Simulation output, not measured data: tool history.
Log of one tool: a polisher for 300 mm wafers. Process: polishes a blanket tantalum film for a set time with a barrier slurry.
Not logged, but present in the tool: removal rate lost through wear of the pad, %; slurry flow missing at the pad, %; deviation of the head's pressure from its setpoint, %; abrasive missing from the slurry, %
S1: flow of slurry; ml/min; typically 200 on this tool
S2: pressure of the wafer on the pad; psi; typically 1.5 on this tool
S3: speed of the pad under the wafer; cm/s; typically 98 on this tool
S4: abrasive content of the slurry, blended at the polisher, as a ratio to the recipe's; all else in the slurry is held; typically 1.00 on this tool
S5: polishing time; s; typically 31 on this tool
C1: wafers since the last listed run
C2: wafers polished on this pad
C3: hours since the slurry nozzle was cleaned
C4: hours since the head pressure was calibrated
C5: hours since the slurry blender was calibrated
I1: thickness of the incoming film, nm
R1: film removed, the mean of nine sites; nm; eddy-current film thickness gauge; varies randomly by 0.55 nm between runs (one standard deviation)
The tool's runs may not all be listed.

run	day	S1	S2	S3	S4	S5	C1	C2	C3	C4	C5	I1	R1
1	0.000	200	1.5	98	1.00	31	0	192	271.0	486.0	101.8	311.4	38.6
2	6.454	200	1.5	98	1.00	31	2592	2785	425.9	640.9	256.7	309.3	41.8
# day 10.271: slurry nozzle cleaned
# day 14.946: head pressure recalibrated
# day 15.179: slurry blender recalibrated
3	15.754	200	1.5	98	1.00	31	3652	6437	131.6	19.4	13.8	305.9	38.0
# day 18.462: worn pad replaced by a new one
4	19.138	200	1.5	98	0.90	31	1292	270	212.8	100.6	95.0	309.6	36.6
5	21.121	200	1.5	98	1.00	35	796	1067	260.4	148.2	142.6	310.3	42.7
6	24.271	200	1.5	98	1.00	35	1265	2333	336.0	223.8	218.2	309.1	43.9
7	26.550	200	1.5	98	1.00	35	915	3248	390.7	278.5	272.9	307.3	42.7
8	30.404	200	1.5	98	1.00	31	1548	4796	483.2	371.0	365.4	316.0	38.8
# day 31.308: slurry nozzle cleaned
9	33.308	200	1.5	98	1.00	31	1149	5946	48.0	440.7	435.1	306.8	39.3
# day 35.967: slurry blender recalibrated
10	37.254	200	1.5	98	1.00	31	1551	7498	142.7	535.4	30.9	305.7	40.0
11	38.896	200	1.5	98	1.00	31	659	8157	182.1	574.8	70.3	316.3	39.7
# day 42.129: worn pad replaced by a new one
12	42.471	200	1.5	98	1.00	31	1369	136	267.9	660.6	156.1	314.5	40.5
13	45.017	200	1.5	82	1.00	31	1022	1159	329.0	721.7	217.2	310.1	36.1
14	48.346	200	1.0	98	1.00	31	1337	2496	408.9	801.6	297.1	311.3	28.1
# day 51.288: head pressure recalibrated
15	51.954	200	1.5	88	0.80	28	1416	3912	495.5	16.0	383.7	314.9	30.2
# day 53.283: slurry nozzle cleaned
16	53.500	200	1.0	98	1.00	31	604	4517	5.2	53.1	420.8	310.4	26.0
17	55.200	240	1.5	132	1.25	20	682	5200	46.0	93.9	461.6	310.7	33.9
18	57.325	200	1.9	98	1.10	31	853	6053	97.0	144.9	512.6	309.9	48.5
19	58.962	170	1.5	70	1.00	31	657	6711	136.3	184.2	551.9	310.7	29.4
# day 59.900: slurry blender recalibrated
20	61.192	200	1.5	98	1.00	31	862	7573	189.8	237.7	31.0	313.2	38.3
# day 62.604: worn pad replaced by a new one
21	62.862	200	1.5	98	1.00	31	604	104	229.9	277.8	71.1	312.8	39.2
22	66.850	200	1.5	128	1.00	21	1601	1705	325.6	373.5	166.8	312.1	32.6
23	69.821	200	1.5	80	1.00	31	1193	2899	396.9	444.8	238.1	313.0	34.6
24	74.058	200	1.5	98	1.20	31	1702	4601	498.6	546.5	339.8	311.6	42.4
# day 74.500: slurry nozzle cleaned
25	75.867	200	1.5	98	1.00	31	709	5311	32.8	589.9	383.2	310.5	39.6
26	78.317	200	1.9	110	1.00	31	984	6295	91.6	648.7	442.0	311.7	57.7
27	79.967	200	1.5	98	1.00	31	662	6958	131.2	688.3	481.6	309.5	42.0
# day 80.929: slurry blender recalibrated
# day 81.462: worn pad replaced by a new one
28	82.379	200	1.5	98	1.00	31	868	368	189.1	746.2	34.8	307.8	42.9
29	86.367	200	1.0	72	1.00	31	1601	1970	284.8	841.9	130.5	310.1	23.2
# day 87.288: head pressure recalibrated
30	89.400	200	1.5	98	1.00	31	1185	3155	357.6	50.7	203.3	309.4	37.7

Each row is a separate what-if for the run after 30, all from the same tool condition, not one after another. Results?
A	89.417	175	1.5	98	1.00	31	6	3162	358.0	51.1	203.7	310.7	?
B	89.417	200	1.5	114	1.00	31	6	3162	358.0	51.1	203.7	310.7	?
C	89.417	225	1.5	98	1.00	41	6	3162	358.0	51.1	203.7	310.7	?
D	89.417	155	1.5	108	0.80	31	6	3162	358.0	51.1	203.7	310.7	?

run	R1
A	37.4
B	42.8
C	51.4
D	36.6
With no hidden state in the tool, these same runs would have given:
run	R1
A	37.1
B	42.4
C	50.9
D	36.3
